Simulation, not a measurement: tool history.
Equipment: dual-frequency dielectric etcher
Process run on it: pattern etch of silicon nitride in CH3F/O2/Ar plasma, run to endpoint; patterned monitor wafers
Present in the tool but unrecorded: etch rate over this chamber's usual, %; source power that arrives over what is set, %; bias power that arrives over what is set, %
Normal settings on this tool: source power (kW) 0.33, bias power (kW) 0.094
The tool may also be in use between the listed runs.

| run | hour | source power (kW) | bias power (kW) | wafers since the last listed run | hours since the last wet clean | hours since the last source power generator calibration | hours since the last bias power generator calibration | hours since the last upper electrode change | incoming incoming film thickness, nm | endpoint time (s) |
|---|---|---|---|---|---|---|---|---|---|---|
| 1 | 0 | 0.33 | 0.094 | 0 | 83.6 | 3806.2 | 3104 | 1749.4 | 58.3 | 80.7 |
| 2 | 97.9 | 0.39 | 0.081 | 1398 | 181.5 | 3904.1 | 3201.9 | 1847.3 | 58.5 | 82.6 |
| 3 | 174.4 | 0.39 | 0.081 | 1092 | 258 | 3980.6 | 3278.4 | 1923.8 | 58.3 | 82.2 |
| 4 | 214.3 | 0.33 | 0.094 | 570 | 297.9 | 4020.5 | 3318.3 | 1963.7 | 59.1 | 80.4 |
| 5 | 354.5 | 0.33 | 0.094 | 2003 | 438.1 | 4160.7 | 3458.5 | 2103.9 | 58.2 | 78.6 |
|  | 414.2 | wet clean of the chamber |
| 6 | 414.7 | 0.33 | 0.094 | 517 | 0.5 | 4220.9 | 3518.7 | 2164.1 | 58.2 | 81.8 |
|  | 510.1 | upper electrode replaced |
| 7 | 512.1 | 0.33 | 0.094 | 1048 | 97.9 | 4318.3 | 3616.1 | 2 | 57.9 | 80.2 |
| 8 | 619.4 | 0.33 | 0.094 | 1533 | 205.2 | 4425.6 | 3723.4 | 109.3 | 57.8 | 79.7 |
| 9 | 659.8 | 0.33 | 0.107 | 577 | 245.6 | 4466 | 3763.8 | 149.7 | 58.4 | 75.1 |
| 10 | 763.5 | 0.33 | 0.094 | 1481 | 349.3 | 4569.7 | 3867.5 | 253.4 | 58.3 | 79.8 |
| 11 | 809.4 | 0.33 | 0.094 | 655 | 395.2 | 4615.6 | 3913.4 | 299.3 | 58.8 | 80 |
|  | 839.5 | source power generator calibrated |
| 12 | 861.5 | 0.3 | 0.072 | 687 | 447.3 | 22 | 3965.5 | 351.4 | 58.6 | 95.8 |
| 13 | 961.3 | 0.3 | 0.117 | 1425 | 547.1 | 121.8 | 4065.3 | 451.2 | 58.4 | 72.1 |
|  | 1014 | wet clean of the chamber |
| 14 | 1068.2 | 0.25 | 0.117 | 1184 | 54.2 | 228.7 | 4172.2 | 558.1 | 58.3 | 80.7 |
| 15 | 1138.7 | 0.36 | 0.107 | 1007 | 124.7 | 299.2 | 4242.7 | 628.6 | 58.6 | 74.5 |
|  | 1161.9 | bias power generator calibrated |
| 16 | 1224 | 0.33 | 0.094 | 1161 | 210 | 384.5 | 62.1 | 713.9 | 58.5 | 81.7 |
| 17 | 1293.3 | 0.33 | 0.094 | 990 | 279.3 | 453.8 | 131.4 | 783.2 | 58.7 | 81.4 |
| 18 | 1380.4 | 0.33 | 0.094 | 1244 | 366.4 | 540.9 | 218.5 | 870.3 | 58.9 | 80.7 |
| 19 | 1422.7 | 0.4 | 0.094 | 604 | 408.7 | 583.2 | 260.8 | 912.6 | 58.5 | 75.4 |
| 20 | 1525.6 | 0.28 | 0.088 | 1470 | 511.6 | 686.1 | 363.7 | 1015.5 | 58.5 | 87.4 |
| 21 | 1565.7 | 0.33 | 0.075 | 572 | 551.7 | 726.2 | 403.8 | 1055.6 | 58.8 | 90 |
|  | 1609.9 | wet clean of the chamber |
| 22 | 1655.7 | 0.4 | 0.1 | 942 | 45.8 | 816.2 | 493.8 | 1145.6 | 58.1 | 74 |

3 options for the next run, each taken on its own from the tool as it stands now. Forecast them:
| A | 1656.1 | 0.33 | 0.094 | 5 | 46.2 | 816.6 | 494.2 | 1146 | 58.3 | ? |
| B | 1656.1 | 0.36 | 0.104 | 5 | 46.2 | 816.6 | 494.2 | 1146 | 58.3 | ? |
| C | 1656.1 | 0.29 | 0.105 | 5 | 46.2 | 816.6 | 494.2 | 1146 | 58.3 | ? |

| run | endpoint time (s) |
|---|---|
| A | 82 |
| B | 75.5 |
| C | 80.7 |
What these runs would have given with no unlogged condition in the tool:
| run | endpoint time (s) |
|---|---|
| A | 82.4 |
| B | 75.9 |
| C | 81.1 |

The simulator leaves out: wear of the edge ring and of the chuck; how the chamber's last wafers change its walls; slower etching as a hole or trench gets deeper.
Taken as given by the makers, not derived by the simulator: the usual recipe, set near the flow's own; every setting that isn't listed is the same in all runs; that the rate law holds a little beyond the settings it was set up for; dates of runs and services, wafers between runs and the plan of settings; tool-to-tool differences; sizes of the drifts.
